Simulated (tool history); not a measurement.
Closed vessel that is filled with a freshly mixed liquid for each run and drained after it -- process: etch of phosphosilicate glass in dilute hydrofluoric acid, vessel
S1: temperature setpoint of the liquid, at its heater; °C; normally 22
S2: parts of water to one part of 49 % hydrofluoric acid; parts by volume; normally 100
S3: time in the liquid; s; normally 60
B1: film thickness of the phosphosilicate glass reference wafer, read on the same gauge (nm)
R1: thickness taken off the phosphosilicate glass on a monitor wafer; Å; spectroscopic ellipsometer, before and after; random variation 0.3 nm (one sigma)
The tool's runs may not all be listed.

run,hour,S1,S2,S3,B1,R1
1,0,22,100,60,59.99,878.4
2,24.8,22,100,60,60.03,878.8
3,74.9,22,100,60,59.99,878.5
4,115.6,24.5,100,60,60,969.8
5,175,24.5,100,60,60.01,972.6
6,225.7,24.5,100,60,60,968.4
7,285.7,22,100,60,60,877.8
8,324.7,22,115,60,59.98,757
9,377.1,22,100,60,59.95,884.3
10,442.8,22,100,60,60.01,883.4
11,498.4,22,100,60,60.01,878.3
12,559.3,22,100,60,60.01,881.7
13,585.3,22,100,60,60,880
# hour 595.1: gauge calibrated
14,617.4,18,100,60,60.01,747.8
# hour 643.5: hydrofluoric acid flow meter replaced
15,663.3,22,100,30,60.01,417.6
# hour 670: thermometer replaced
16,722.6,25,100,60,60.01,979.5
17,756.3,22,140,45,59.99,445.9
18,799,22,60,70,60,1772.8
19,838,26.5,135,90,60.01,1102.5
20,869.9,22,100,60,59.99,869.7
21,938.5,22,100,60,60,875.1
22,1046.5,22,100,60,59.98,872.1
23,1098.9,22,80,60,60.01,1125.3

Each row is a separate what-if for the run after 23, all from the same tool condition, not one after another. Results?
A,1099.6,23.5,100,60,?,?
B,1099.6,25.5,75,30,?,?
C,1099.6,19,60,30,?,?
D,1099.6,22,100,70,?,?
E,1099.6,17,100,80,?,?

run,B1,R1
A,59.94,926.3
B,59.94,689.9
C,59.94,671.5
D,59.94,1017.5
E,59.94,945.5
What these runs would have given with no unlogged condition in the tool:
run,R1
A,910.5
B,678.5
C,661.1
D,1000.3
E,930.1
